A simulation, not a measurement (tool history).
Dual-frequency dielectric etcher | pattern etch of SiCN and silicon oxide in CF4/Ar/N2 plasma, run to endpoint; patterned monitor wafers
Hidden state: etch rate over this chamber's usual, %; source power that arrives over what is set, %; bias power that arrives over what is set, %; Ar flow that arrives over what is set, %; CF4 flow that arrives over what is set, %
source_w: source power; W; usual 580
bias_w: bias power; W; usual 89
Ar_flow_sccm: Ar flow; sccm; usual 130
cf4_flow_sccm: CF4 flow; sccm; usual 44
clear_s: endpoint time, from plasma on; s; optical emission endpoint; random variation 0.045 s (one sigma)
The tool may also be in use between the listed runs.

| run | hour | source_w | bias_w | Ar_flow_sccm | cf4_flow_sccm | wafers since the last listed run | hours since the last wet clean | hours since the last source power generator calibration | hours since the last bias power generator calibration | hours since the last Ar flow controller change | hours since the last CF4 flow controller change | hours since the last upper electrode change | incoming incoming film thickness, nm | clear_s |
|---|---|---|---|---|---|---|---|---|---|---|---|---|---|---|
| 1 | 0.0 | 580 | 89 | 130 | 36 | 0 | 459.0 | 3525.4 | 1789.2 | 3674.1 | 2690.4 | 1753.7 | 16.80 | 14.8 |
| 2 | 12.7 | 580 | 89 | 130 | 36 | 231 | 471.7 | 3538.1 | 1801.9 | 3686.8 | 2703.1 | 1766.4 | 17.03 | 14.8 |
| 3 | 30.5 | 580 | 81 | 130 | 44 | 324 | 489.5 | 3555.9 | 1819.7 | 3704.6 | 2720.9 | 1784.2 | 17.04 | 15.1 |
| 4 | 46.5 | 580 | 81 | 130 | 44 | 291 | 505.5 | 3571.9 | 1835.7 | 3720.6 | 2736.9 | 1800.2 | 17.00 | 15.1 |
| 5 | 61.1 | 580 | 81 | 130 | 44 | 265 | 520.1 | 3586.5 | 1850.3 | 3735.2 | 2751.5 | 1814.8 | 17.00 | 15.0 |
| 6 | 74.9 | 580 | 89 | 130 | 44 | 251 | 533.9 | 3600.3 | 1864.1 | 3749.0 | 2765.3 | 1828.6 | 16.87 | 14.3 |
| 7 | 88.5 | 580 | 89 | 130 | 44 | 247 | 547.5 | 3613.9 | 1877.7 | 3762.6 | 2778.9 | 1842.2 | 16.98 | 14.4 |
| 8 | 105.7 | 580 | 89 | 130 | 44 | 313 | 564.7 | 3631.1 | 1894.9 | 3779.8 | 2796.1 | 1859.4 | 17.23 | 14.7 |
|  | 110.9 | source power generator calibrated |
| 9 | 111.9 | 580 | 89 | 130 | 44 | 40 | 570.9 | 1.0 | 1901.1 | 3786.0 | 2802.3 | 1865.6 | 17.13 | 14.5 |
|  | 122.2 | CF4 flow controller replaced |
| 10 | 122.7 | 580 | 89 | 130 | 44 | 87 | 581.7 | 11.8 | 1911.9 | 3796.8 | 0.5 | 1876.4 | 16.98 | 14.4 |
| 11 | 131.6 | 580 | 89 | 130 | 44 | 162 | 590.6 | 20.7 | 1920.8 | 3805.7 | 9.4 | 1885.3 | 17.03 | 14.4 |
|  | 167.6 | wet clean of the chamber |
|  | 176.6 | bias power generator calibrated |
|  | 190.6 | upper electrode replaced |
| 12 | 191.1 | 580 | 89 | 154 | 44 | 318 | 23.5 | 80.2 | 14.5 | 3865.2 | 68.9 | 0.5 | 17.05 | 15.2 |
| 13 | 191.4 | 640 | 80 | 130 | 44 | 5 | 23.8 | 80.5 | 14.8 | 3865.5 | 69.2 | 0.8 | 16.82 | 14.2 |
| 14 | 191.7 | 580 | 89 | 130 | 44 | 5 | 24.1 | 80.8 | 15.1 | 3865.8 | 69.5 | 1.1 | 17.09 | 15.0 |
| 15 | 192.0 | 620 | 109 | 109 | 54 | 5 | 24.4 | 81.1 | 15.4 | 3866.1 | 69.8 | 1.4 | 17.14 | 12.4 |
|  | 199.0 | Ar flow controller replaced |
| 16 | 199.5 | 580 | 89 | 130 | 44 | 27 | 31.9 | 88.6 | 22.9 | 0.5 | 77.3 | 8.9 | 17.07 | 14.9 |
| 17 | 208.6 | 580 | 100 | 117 | 44 | 165 | 41.0 | 97.7 | 32.0 | 9.6 | 86.4 | 18.0 | 16.95 | 13.8 |
| 18 | 224.1 | 580 | 73 | 148 | 44 | 282 | 56.5 | 113.2 | 47.5 | 25.1 | 101.9 | 33.5 | 17.07 | 16.5 |
| 19 | 274.4 | 690 | 109 | 130 | 44 | 916 | 106.8 | 163.5 | 97.8 | 75.4 | 152.2 | 83.8 | 17.10 | 11.8 |

5 ways to go on from here, each from the tool as it stands after run 19. What would each give?
| A | 274.8 | 460 | 89 | 130 | 44 | 7 | 107.2 | 163.9 | 98.2 | 75.8 | 152.6 | 84.2 | 16.98 | ? |
| B | 274.8 | 580 | 105 | 130 | 55 | 7 | 107.2 | 163.9 | 98.2 | 75.8 | 152.6 | 84.2 | 16.98 | ? |
| C | 274.8 | 580 | 89 | 130 | 34 | 7 | 107.2 | 163.9 | 98.2 | 75.8 | 152.6 | 84.2 | 16.98 | ? |
| D | 274.8 | 660 | 110 | 145 | 37 | 7 | 107.2 | 163.9 | 98.2 | 75.8 | 152.6 | 84.2 | 16.98 | ? |
| E | 274.8 | 580 | 68 | 130 | 44 | 7 | 107.2 | 163.9 | 98.2 | 75.8 | 152.6 | 84.2 | 16.98 | ? |

| run | clear_s |
|---|---|
| A | 18.0 |
| B | 13.4 |
| C | 15.2 |
| D | 12.5 |
| E | 16.5 |
Without the tool's hidden state the same runs would have given:
| run | clear_s |
|---|---|
| A | 18.2 |
| B | 13.6 |
| C | 15.4 |
| D | 12.6 |
| E | 16.7 |
